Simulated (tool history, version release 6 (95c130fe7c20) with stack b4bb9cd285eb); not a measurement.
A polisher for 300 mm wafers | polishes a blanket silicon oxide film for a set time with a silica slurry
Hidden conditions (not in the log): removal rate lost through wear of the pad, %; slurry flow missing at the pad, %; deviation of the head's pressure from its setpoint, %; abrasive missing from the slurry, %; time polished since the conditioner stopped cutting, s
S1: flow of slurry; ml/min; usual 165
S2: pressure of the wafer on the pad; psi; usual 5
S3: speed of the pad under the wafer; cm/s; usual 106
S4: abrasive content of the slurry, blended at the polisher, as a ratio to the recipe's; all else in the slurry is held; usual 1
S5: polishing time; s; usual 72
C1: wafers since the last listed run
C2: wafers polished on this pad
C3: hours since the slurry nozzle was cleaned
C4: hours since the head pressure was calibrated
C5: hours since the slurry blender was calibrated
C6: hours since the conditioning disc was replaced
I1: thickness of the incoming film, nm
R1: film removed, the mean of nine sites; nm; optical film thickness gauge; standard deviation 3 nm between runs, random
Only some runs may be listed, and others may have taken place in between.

{"run": 1, "hour": 0.0, "S1": 165, "S2": 5, "S3": 106, "S4": 1, "S5": 72, "C1": 0, "C2": 975, "C3": 541.8, "C4": 632.4, "C5": 193.5, "C6": 235.4, "I1": 1480.7, "R1": 243.4}
{"hour": 23.4, "done": "slurry blender recalibrated"}
{"run": 2, "hour": 23.9, "S1": 165, "S2": 5, "S3": 106, "S4": 1, "S5": 72, "C1": 210, "C2": 1185, "C3": 565.7, "C4": 656.3, "C5": 0.5, "C6": 259.3, "I1": 1446.8, "R1": 227.3}
{"run": 3, "hour": 50.4, "S1": 190, "S2": 5, "S3": 80, "S4": 0.8, "S5": 88, "C1": 254, "C2": 1439, "C3": 592.2, "C4": 682.8, "C5": 27, "C6": 285.8, "I1": 1473.4, "R1": 192.3}
{"run": 4, "hour": 70.9, "S1": 165, "S2": 4, "S3": 106, "S4": 1, "S5": 72, "C1": 196, "C2": 1636, "C3": 612.7, "C4": 703.3, "C5": 47.5, "C6": 306.3, "I1": 1483.4, "R1": 165.9}
{"run": 5, "hour": 86.3, "S1": 220, "S2": 5, "S3": 120, "S4": 0.75, "S5": 72, "C1": 147, "C2": 1784, "C3": 628.1, "C4": 718.7, "C5": 62.9, "C6": 321.7, "I1": 1468.4, "R1": 192.8}
{"hour": 99.2, "done": "slurry nozzle cleaned"}
{"hour": 106.5, "done": "conditioning disc replaced and pad reconditioned"}
{"run": 6, "hour": 107.2, "S1": 165, "S2": 5, "S3": 106, "S4": 1, "S5": 72, "C1": 171, "C2": 1955, "C3": 8, "C4": 739.6, "C5": 83.8, "C6": 0.7, "I1": 1453.6, "R1": 319}
{"hour": 126.2, "done": "worn pad replaced by a new one"}
{"run": 7, "hour": 135.2, "S1": 165, "S2": 5, "S3": 136, "S4": 1, "S5": 91, "C1": 230, "C2": 86, "C3": 36, "C4": 767.6, "C5": 111.8, "C6": 28.7, "I1": 1482.2, "R1": 492.3}
{"run": 8, "hour": 148.6, "S1": 165, "S2": 4.1, "S3": 118, "S4": 1, "S5": 72, "C1": 128, "C2": 215, "C3": 49.4, "C4": 781, "C5": 125.2, "C6": 42.1, "I1": 1467.4, "R1": 306.4}
{"hour": 161.1, "done": "head pressure recalibrated"}
{"run": 9, "hour": 167.7, "S1": 165, "S2": 5.7, "S3": 106, "S4": 1, "S5": 72, "C1": 164, "C2": 379, "C3": 68.5, "C4": 6.6, "C5": 144.3, "C6": 61.2, "I1": 1468.7, "R1": 343.8}
{"run": 10, "hour": 183.5, "S1": 185, "S2": 5.9, "S3": 70, "S4": 1.2, "S5": 72, "C1": 151, "C2": 530, "C3": 84.3, "C4": 22.4, "C5": 160.1, "C6": 77, "I1": 1439.8, "R1": 287.4}
{"run": 11, "hour": 206.6, "S1": 165, "S2": 5, "S3": 106, "S4": 1.25, "S5": 88, "C1": 221, "C2": 752, "C3": 107.4, "C4": 45.5, "C5": 183.2, "C6": 100.1, "I1": 1444.6, "R1": 427}
{"run": 12, "hour": 224.6, "S1": 165, "S2": 5, "S3": 106, "S4": 1.15, "S5": 85, "C1": 172, "C2": 925, "C3": 125.4, "C4": 63.5, "C5": 201.2, "C6": 118.1, "I1": 1468, "R1": 404.1}
{"run": 13, "hour": 238.0, "S1": 165, "S2": 5, "S3": 106, "S4": 1, "S5": 72, "C1": 128, "C2": 1053, "C3": 138.8, "C4": 76.9, "C5": 214.6, "C6": 131.5, "I1": 1448.8, "R1": 317.2}
{"run": 14, "hour": 260.0, "S1": 115, "S2": 5, "S3": 106, "S4": 1, "S5": 72, "C1": 211, "C2": 1264, "C3": 160.8, "C4": 98.9, "C5": 236.6, "C6": 153.5, "I1": 1465.1, "R1": 277.3}
{"hour": 271.0, "done": "slurry blender recalibrated"}
{"run": 15, "hour": 284.1, "S1": 215, "S2": 3.2, "S3": 106, "S4": 1.1, "S5": 72, "C1": 212, "C2": 1476, "C3": 184.9, "C4": 123, "C5": 13.1, "C6": 177.6, "I1": 1442.5, "R1": 268.7}
{"run": 16, "hour": 312.4, "S1": 165, "S2": 5, "S3": 106, "S4": 1, "S5": 72, "C1": 271, "C2": 1748, "C3": 213.2, "C4": 151.3, "C5": 41.4, "C6": 205.9, "I1": 1457.8, "R1": 311.7}
{"run": 17, "hour": 329.5, "S1": 165, "S2": 5, "S3": 106, "S4": 0.8, "S5": 72, "C1": 164, "C2": 1912, "C3": 230.3, "C4": 168.4, "C5": 58.5, "C6": 223, "I1": 1487.3, "R1": 268.5}
{"hour": 363.2, "done": "worn pad replaced by a new one"}
{"run": 18, "hour": 394.8, "S1": 165, "S2": 6.2, "S3": 106, "S4": 1, "S5": 72, "C1": 588, "C2": 303, "C3": 295.6, "C4": 233.7, "C5": 123.8, "C6": 288.3, "I1": 1446.2, "R1": 349.9}

Expected results for the next run?
{"run": 19, "hour": 418.0, "S1": 165, "S2": 5, "S3": 106, "S4": 1, "S5": 72, "C1": 222, "C2": 525, "C3": 318.8, "C4": 256.9, "C5": 147, "C6": 311.5, "I1": 1450.8, "R1": "?"}

{"run 19": {"R1": 301.7}}
Had the tool carried no hidden state, the very same run would have given R1 311.7 nm.
